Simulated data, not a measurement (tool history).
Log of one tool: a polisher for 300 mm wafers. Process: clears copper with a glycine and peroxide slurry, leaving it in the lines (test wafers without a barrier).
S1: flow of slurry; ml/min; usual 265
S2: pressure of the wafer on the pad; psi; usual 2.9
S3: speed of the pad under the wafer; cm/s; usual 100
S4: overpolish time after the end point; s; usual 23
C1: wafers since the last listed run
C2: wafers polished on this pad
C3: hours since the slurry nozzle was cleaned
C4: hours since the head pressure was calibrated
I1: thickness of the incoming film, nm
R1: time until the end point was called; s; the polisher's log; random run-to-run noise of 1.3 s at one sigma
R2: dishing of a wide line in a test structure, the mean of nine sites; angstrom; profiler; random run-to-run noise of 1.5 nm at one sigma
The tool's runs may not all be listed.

run	day	S1	S2	S3	S4	C1	C2	C3	C4	I1	R1	R2
1	0.000	305	2.9	100	23	0	9	1.5	256.2	702.0	109.3	828
2	0.646	305	2.9	100	23	94	103	17.0	271.7	709.4	106.2	828
3	1.121	265	2.9	100	23	69	172	28.4	283.1	705.0	110.2	813
4	2.425	265	2.9	100	23	190	362	59.7	314.4	720.5	113.7	816
5	2.967	265	2.9	100	23	78	441	72.7	327.4	710.7	112.6	816
6	3.450	265	2.1	100	23	70	512	84.3	339.0	724.7	145.7	688
# day 3.625: worn pad replaced by a new one
7	3.817	265	2.1	100	23	29	27	93.1	347.8	721.3	143.0	682
8	4.171	265	2.1	100	23	51	79	101.6	356.3	713.7	140.2	694
9	4.842	265	2.9	100	23	97	177	117.7	372.4	718.9	115.0	800
10	5.096	265	2.9	100	23	37	214	123.8	378.5	708.2	112.0	776
11	5.746	265	2.9	100	23	94	308	139.4	394.1	719.2	116.2	816
12	6.075	265	2.9	100	23	47	356	147.3	402.0	706.4	111.2	782
13	6.788	265	2.9	100	23	103	460	164.4	419.1	698.7	113.8	807
# day 7.142: head pressure recalibrated
# day 7.196: slurry nozzle cleaned
14	7.379	265	2.9	100	23	68	528	4.4	5.7	713.5	110.1	807
# day 8.100: worn pad replaced by a new one
15	8.121	265	2.9	100	23	83	3	22.2	23.5	716.8	111.2	832
16	8.896	265	2.9	100	23	112	116	40.8	42.1	710.7	111.1	831
17	9.254	265	2.9	100	23	52	168	49.4	50.7	715.3	109.5	808
18	9.600	265	2.2	100	23	50	218	57.7	59.0	713.2	134.3	696
19	10.217	265	2.1	100	23	89	308	72.5	73.8	720.0	139.8	668
20	10.821	265	3.3	100	23	88	396	87.0	88.3	712.6	98.7	840
21	11.112	265	1.9	84	33	42	439	94.0	95.3	725.8	173.7	754
# day 12.846: worn pad replaced by a new one
22	13.121	265	2.9	100	23	268	40	142.2	143.5	714.3	110.4	811
23	13.479	200	3.3	90	23	52	92	150.8	152.1	707.9	116.6	786
24	14.112	265	2.9	100	23	92	184	166.0	167.3	707.9	110.3	788
25	14.754	175	2.9	68	23	93	278	181.4	182.7	707.9	169.6	597
26	15.054	265	2.9	122	17	43	322	188.6	189.9	716.6	97.4	719

Predict the results of run 27:
# day 15.204: slurry nozzle cleaned
27	15.675	240	2.4	82	34	84	406	11.3	204.8	700.1	?	?

Run 27 came out at R1 147.6 s, R2 856 angstrom.
Without the tool's hidden state the same run would have given R1 147.2 s, R2 858 angstrom.

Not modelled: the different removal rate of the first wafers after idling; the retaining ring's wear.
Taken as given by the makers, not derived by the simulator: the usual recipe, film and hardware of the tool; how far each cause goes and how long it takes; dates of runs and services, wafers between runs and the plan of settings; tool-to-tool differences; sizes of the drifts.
